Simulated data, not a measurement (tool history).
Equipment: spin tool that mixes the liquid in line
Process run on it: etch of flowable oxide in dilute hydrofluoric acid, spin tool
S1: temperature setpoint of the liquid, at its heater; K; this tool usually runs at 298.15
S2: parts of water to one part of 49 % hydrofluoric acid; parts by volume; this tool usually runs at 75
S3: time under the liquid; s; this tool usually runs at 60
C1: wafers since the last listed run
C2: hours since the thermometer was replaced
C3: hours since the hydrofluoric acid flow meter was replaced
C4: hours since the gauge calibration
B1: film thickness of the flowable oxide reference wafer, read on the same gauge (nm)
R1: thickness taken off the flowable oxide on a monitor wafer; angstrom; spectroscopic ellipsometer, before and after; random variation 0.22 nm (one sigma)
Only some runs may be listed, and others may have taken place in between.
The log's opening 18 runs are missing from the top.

{"run": 19, "day": 52.362, "S1": 294.65, "S2": 110, "S3": 60, "C1": 663, "C2": 727.0, "C3": 2041.9, "C4": 210.0, "B1": 119.98, "R1": 203.5}
{"run": 20, "day": 55.288, "S1": 302.15, "S2": 100, "S3": 75, "C1": 829, "C2": 797.2, "C3": 2112.1, "C4": 280.2, "B1": 119.99, "R1": 380.7}
{"day": 56.604, "done": "thermometer replaced"}
{"run": 21, "day": 59.25, "S1": 298.15, "S2": 75, "S3": 60, "C1": 1111, "C2": 63.5, "C3": 2207.2, "C4": 375.3, "B1": 120.0, "R1": 370.3}
{"run": 22, "day": 61.646, "S1": 295.15, "S2": 45, "S3": 60, "C1": 679, "C2": 121.0, "C3": 2264.7, "C4": 432.8, "B1": 119.98, "R1": 572.8}
{"run": 23, "day": 65.779, "S1": 294.15, "S2": 100, "S3": 60, "C1": 1171, "C2": 220.2, "C3": 2363.9, "C4": 532.0, "B1": 120.03, "R1": 227.3}
{"run": 24, "day": 67.558, "S1": 298.15, "S2": 75, "S3": 60, "C1": 504, "C2": 262.9, "C3": 2406.6, "C4": 574.7, "B1": 120.0, "R1": 372.6}
{"day": 69.638, "done": "hydrofluoric acid flow meter replaced"}
{"run": 25, "day": 69.738, "S1": 295.15, "S2": 45, "S3": 80, "C1": 605, "C2": 315.2, "C3": 2.4, "C4": 627.0, "B1": 119.98, "R1": 749.2}
{"run": 26, "day": 73.808, "S1": 295.65, "S2": 60, "S3": 70, "C1": 1153, "C2": 412.9, "C3": 100.1, "C4": 724.7, "B1": 120.05, "R1": 491.6}
{"run": 27, "day": 75.8, "S1": 298.15, "S2": 75, "S3": 60, "C1": 564, "C2": 460.7, "C3": 147.9, "C4": 772.5, "B1": 120.01, "R1": 363.2}
{"run": 28, "day": 77.5, "S1": 296.65, "S2": 60, "S3": 95, "C1": 481, "C2": 501.5, "C3": 188.7, "C4": 813.3, "B1": 120.03, "R1": 690.0}
{"run": 29, "day": 80.954, "S1": 294.65, "S2": 75, "S3": 50, "C1": 979, "C2": 584.4, "C3": 271.6, "C4": 896.2, "B1": 120.04, "R1": 259.9}
{"run": 30, "day": 85.233, "S1": 293.65, "S2": 105, "S3": 35, "C1": 1212, "C2": 687.1, "C3": 374.3, "C4": 998.9, "B1": 119.94, "R1": 119.4}
{"run": 31, "day": 89.683, "S1": 302.65, "S2": 115, "S3": 35, "C1": 1261, "C2": 793.9, "C3": 481.1, "C4": 1105.7, "B1": 120.0, "R1": 152.4}
{"run": 32, "day": 92.067, "S1": 298.15, "S2": 75, "S3": 60, "C1": 675, "C2": 851.1, "C3": 538.3, "C4": 1162.9, "B1": 119.99, "R1": 357.7}
{"run": 33, "day": 96.333, "S1": 293.65, "S2": 55, "S3": 50, "C1": 1209, "C2": 953.5, "C3": 640.7, "C4": 1265.3, "B1": 120.0, "R1": 340.0}

Alternative continuations, all from the tool just after run 33; predict every row:
{"run": "A", "day": 96.35, "S1": 298.15, "S2": 75, "S3": 60, "C1": 4, "C2": 953.9, "C3": 641.1, "C4": 1265.7, "B1": "?", "R1": "?"}
{"run": "B", "day": 96.35, "S1": 300.15, "S2": 55, "S3": 60, "C1": 4, "C2": 953.9, "C3": 641.1, "C4": 1265.7, "B1": "?", "R1": "?"}
{"run": "C", "day": 96.35, "S1": 296.65, "S2": 75, "S3": 60, "C1": 4, "C2": 953.9, "C3": 641.1, "C4": 1265.7, "B1": "?", "R1": "?"}
{"run": "D", "day": 96.35, "S1": 298.15, "S2": 105, "S3": 80, "C1": 4, "C2": 953.9, "C3": 641.1, "C4": 1265.7, "B1": "?", "R1": "?"}
{"run": "E", "day": 96.35, "S1": 298.15, "S2": 75, "S3": 75, "C1": 4, "C2": 953.9, "C3": 641.1, "C4": 1265.7, "B1": "?", "R1": "?"}

run=A B1=119.99 R1=349.5
run=B B1=119.99 R1=530.5
run=C B1=119.99 R1=328.7
run=D B1=119.99 R1=320.8
run=E B1=119.99 R1=436.8
Without the tool's hidden state the same runs would have given:
run=A R1=375.3
run=B R1=569.8
run=C R1=353.3
run=D R1=344.0
run=E R1=469.2
